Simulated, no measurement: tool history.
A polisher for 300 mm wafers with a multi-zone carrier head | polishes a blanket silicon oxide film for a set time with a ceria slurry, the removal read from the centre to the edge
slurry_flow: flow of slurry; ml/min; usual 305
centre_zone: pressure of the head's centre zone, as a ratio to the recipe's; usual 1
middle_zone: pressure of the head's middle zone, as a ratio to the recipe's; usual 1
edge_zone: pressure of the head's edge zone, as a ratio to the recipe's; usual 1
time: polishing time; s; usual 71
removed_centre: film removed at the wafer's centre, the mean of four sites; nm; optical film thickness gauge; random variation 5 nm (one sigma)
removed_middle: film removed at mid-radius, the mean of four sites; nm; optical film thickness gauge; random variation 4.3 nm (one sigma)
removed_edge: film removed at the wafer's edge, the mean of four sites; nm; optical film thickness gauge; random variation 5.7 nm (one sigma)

run,hour,slurry_flow,centre_zone,middle_zone,edge_zone,time,wafers since the last listed run,wafers polished on this pad,hours since the slurry nozzle was cleaned,hours since the centre zone pressure was calibrated,hours since the edge zone pressure was calibrated,hours since the carrier head's membrane was replaced,"incoming thickness of the incoming film, nm",removed_centre,removed_middle,removed_edge
1,0,305,1,1,1,85,0,1994,357.1,628.5,236.1,723.9,1585.9,447.7,455.2,462.5
# hour 67.2: centre zone pressure recalibrated
2,96.2,305,1,1,1,85,656,2650,453.3,29,332.3,820.1,1571.5,443.5,460.6,449.8
3,181.5,305,0.91,1,1,61,594,3244,538.6,114.3,417.6,905.4,1559.3,297.4,328,323.6
# hour 251.3: worn pad replaced by a new one
4,257.3,305,0.93,1,1,71,500,41,614.4,190.1,493.4,981.2,1599.5,345.1,382.4,385.9
5,333.6,255,0.97,1,1,55,531,573,690.7,266.4,569.7,1057.5,1554.4,267.2,284,292.9
6,388.2,305,1,1,1,71,380,953,745.3,321,624.3,1112.1,1555,368.1,374,382.3
7,434.7,305,1,1,0.91,94,323,1277,791.8,367.5,670.8,1158.6,1584.8,507.4,515.6,490.3
8,511.6,305,1,1,1,71,535,1812,868.7,444.4,747.7,1235.5,1562,371.3,381.3,380.1
# hour 526.8: edge zone pressure recalibrated
# hour 582.7: slurry nozzle cleaned
9,583.7,305,0.95,1,1.11,71,481,2294,1,516.5,56.9,1307.6,1595,353.1,379.2,392.3
10,620,305,0.9,1,1,71,252,2546,37.3,552.8,93.2,1343.9,1603.3,329.2,374.8,380.7
# hour 642.7: centre zone pressure recalibrated
11,691.7,305,1,1,1.05,71,485,3032,109,49,164.9,1415.6,1603.3,374.8,378,386
12,782.2,305,1.08,1,1,71,630,3662,199.5,139.5,255.4,1506.1,1570,407.7,378.9,376.2
13,827.2,305,0.88,1,1,71,313,3975,244.5,184.5,300.4,1551.1,1588,330.9,378.8,390.2
# hour 849.5: carrier head's membrane replaced by a new one
# hour 905.3: worn pad replaced by a new one
14,1098.1,305,1.1,1,1,71,1823,1342,515.4,455.4,571.3,248.6,1595,403.5,374.3,376.7
15,1187.6,305,1,1,1,71,623,1965,604.9,544.9,660.8,338.1,1601.7,374,383.4,379.6
# hour 1190.3: centre zone pressure recalibrated
16,1263.3,270,0.89,1,1,71,513,2479,680.6,73,736.5,413.8,1557,324.4,375.2,371.5
17,1364.1,305,1,1,1,85,702,3181,781.4,173.8,837.3,514.6,1598.4,448.9,450.6,454.8
# hour 1398.5: slurry nozzle cleaned
# hour 1398.7: edge zone pressure recalibrated
18,1405.7,305,1,1,1,71,281,3462,7.2,215.4,7,556.2,1572.5,367,387.8,390
19,1475.6,335,0.9,1.07,1,84,486,3949,77.1,285.3,76.9,626.1,1606.9,400.3,463.6,450
20,1514.1,345,1,1,1,84,268,4217,115.6,323.8,115.4,664.6,1594.5,446.4,458.8,459.1
# hour 1521.1: worn pad replaced by a new one
21,1607,205,1,1,1,71,619,598,208.5,416.7,208.3,757.5,1552.6,343.9,360.1,370.9
22,1643.8,360,0.92,1,1,71,256,854,245.3,453.5,245.1,794.3,1593.8,345.5,382.2,385.3
23,1697.8,305,1,1.04,1.1,71,376,1230,299.3,507.5,299.1,848.3,1585.9,372.8,386.3,396.8

3 ways to go on from here, each from the tool as it stands after run 23. What would each give?
A,1698.2,305,1,1,1,71,2,1233,299.7,507.9,299.5,848.7,1573.3,?,?,?
B,1698.2,305,1,1,0.88,71,2,1233,299.7,507.9,299.5,848.7,1573.3,?,?,?
C,1698.2,305,1,1,0.93,71,2,1233,299.7,507.9,299.5,848.7,1573.3,?,?,?

run,removed_centre,removed_middle,removed_edge
A,362.4,377,385.4
B,362.4,377.1,367.5
C,362.4,377,375
Without the tool's hidden state the same runs would have given:
run,removed_centre,removed_middle,removed_edge
A,362.4,377,385.4
B,362.4,377.1,367.5
C,362.4,377,375

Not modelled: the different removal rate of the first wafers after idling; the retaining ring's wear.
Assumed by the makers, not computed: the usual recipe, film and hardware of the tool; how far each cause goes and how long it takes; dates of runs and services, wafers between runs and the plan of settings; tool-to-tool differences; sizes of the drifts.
